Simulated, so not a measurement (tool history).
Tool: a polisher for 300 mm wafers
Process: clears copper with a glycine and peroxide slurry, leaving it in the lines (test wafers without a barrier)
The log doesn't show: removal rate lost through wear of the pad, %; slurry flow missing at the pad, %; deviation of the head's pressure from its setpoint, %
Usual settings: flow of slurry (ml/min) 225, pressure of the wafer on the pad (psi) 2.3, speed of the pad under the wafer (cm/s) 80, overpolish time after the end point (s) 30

| run | hour | flow of slurry (ml/min) | pressure of the wafer on the pad (psi) | speed of the pad under the wafer (cm/s) | overpolish time after the end point (s) | wafers since the last listed run | wafers polished on this pad | hours since the slurry nozzle was cleaned | hours since the head pressure was calibrated | incoming thickness of the incoming film, nm | time until the end point was called (s) |
|---|---|---|---|---|---|---|---|---|---|---|---|
| 1 | 0 | 225 | 2 | 74 | 30 | 0 | 67 | 85.8 | 779.3 | 458.8 | 133.1 |
| 2 | 40.3 | 225 | 2.3 | 80 | 30 | 200 | 267 | 126.1 | 819.6 | 464.9 | 115.9 |
| 3 | 97.8 | 225 | 2.3 | 80 | 30 | 286 | 553 | 183.6 | 877.1 | 465.2 | 118.1 |
|  | 304.5 | worn pad replaced by a new one |
| 4 | 314.8 | 225 | 2.3 | 80 | 30 | 1059 | 51 | 400.6 | 1094.1 | 470.2 | 113.9 |
| 5 | 375.1 | 285 | 2.3 | 80 | 30 | 299 | 351 | 460.9 | 1154.4 | 462.7 | 107.2 |
| 6 | 423.1 | 285 | 2.3 | 80 | 30 | 238 | 589 | 508.9 | 1202.4 | 467.6 | 108.4 |
|  | 467.1 | head pressure recalibrated |
| 7 | 509.2 | 225 | 2.3 | 80 | 30 | 418 | 1008 | 595 | 42.1 | 471 | 117.9 |
|  | 597.2 | worn pad replaced by a new one |
| 8 | 606.4 | 225 | 2.3 | 80 | 30 | 463 | 45 | 692.2 | 139.3 | 463.5 | 110.7 |
|  | 618.3 | slurry nozzle cleaned |
| 9 | 667.6 | 225 | 2.3 | 80 | 30 | 299 | 345 | 49.3 | 200.5 | 461.6 | 112.2 |
| 10 | 725.8 | 285 | 2.3 | 80 | 30 | 289 | 634 | 107.5 | 258.7 | 467.7 | 113.6 |
| 11 | 789.6 | 285 | 2.3 | 80 | 30 | 317 | 951 | 171.3 | 322.5 | 470.1 | 112.3 |
| 12 | 848.6 | 225 | 2.5 | 60 | 30 | 293 | 1245 | 230.3 | 381.5 | 471.1 | 133.5 |
|  | 867 | worn pad replaced by a new one |
| 13 | 891 | 290 | 2.3 | 80 | 23 | 191 | 119 | 272.7 | 423.9 | 464.4 | 110.1 |
| 14 | 940.2 | 225 | 3 | 80 | 30 | 244 | 364 | 321.9 | 473.1 | 472.1 | 95.6 |
| 15 | 1038.3 | 225 | 2.3 | 80 | 30 | 487 | 852 | 420 | 571.2 | 464.4 | 112.5 |
|  | 1106.7 | worn pad replaced by a new one |
| 16 | 1110.1 | 295 | 2.7 | 90 | 30 | 337 | 16 | 491.8 | 643 | 468.8 | 89.2 |
| 17 | 1164.8 | 225 | 2 | 92 | 30 | 272 | 288 | 546.5 | 697.7 | 469.2 | 114.3 |
| 18 | 1261.5 | 190 | 2.3 | 68 | 30 | 481 | 769 | 643.2 | 794.4 | 467.9 | 129.4 |

Hidden state or all else? Some run-to-run changes of time until the end point was called (s), split into what the settings, what came in and random variation would give without the hidden state, and what is left for the hidden state (with any gauge scatter that isn't in both results):
Run 6 -> 7: flow of slurry (ml/min) 285 -> 225, head pressure recalibrated. time until the end point was called (s) +9.5: hidden state +5.4, all else +4.1.
Run 16 -> 17: flow of slurry (ml/min) 295 -> 225, pressure of the wafer on the pad (psi) 2.7 -> 2, speed of the pad under the wafer (cm/s) 90 -> 92. time until the end point was called (s) +25.1: hidden state -1.3, all else +26.4.

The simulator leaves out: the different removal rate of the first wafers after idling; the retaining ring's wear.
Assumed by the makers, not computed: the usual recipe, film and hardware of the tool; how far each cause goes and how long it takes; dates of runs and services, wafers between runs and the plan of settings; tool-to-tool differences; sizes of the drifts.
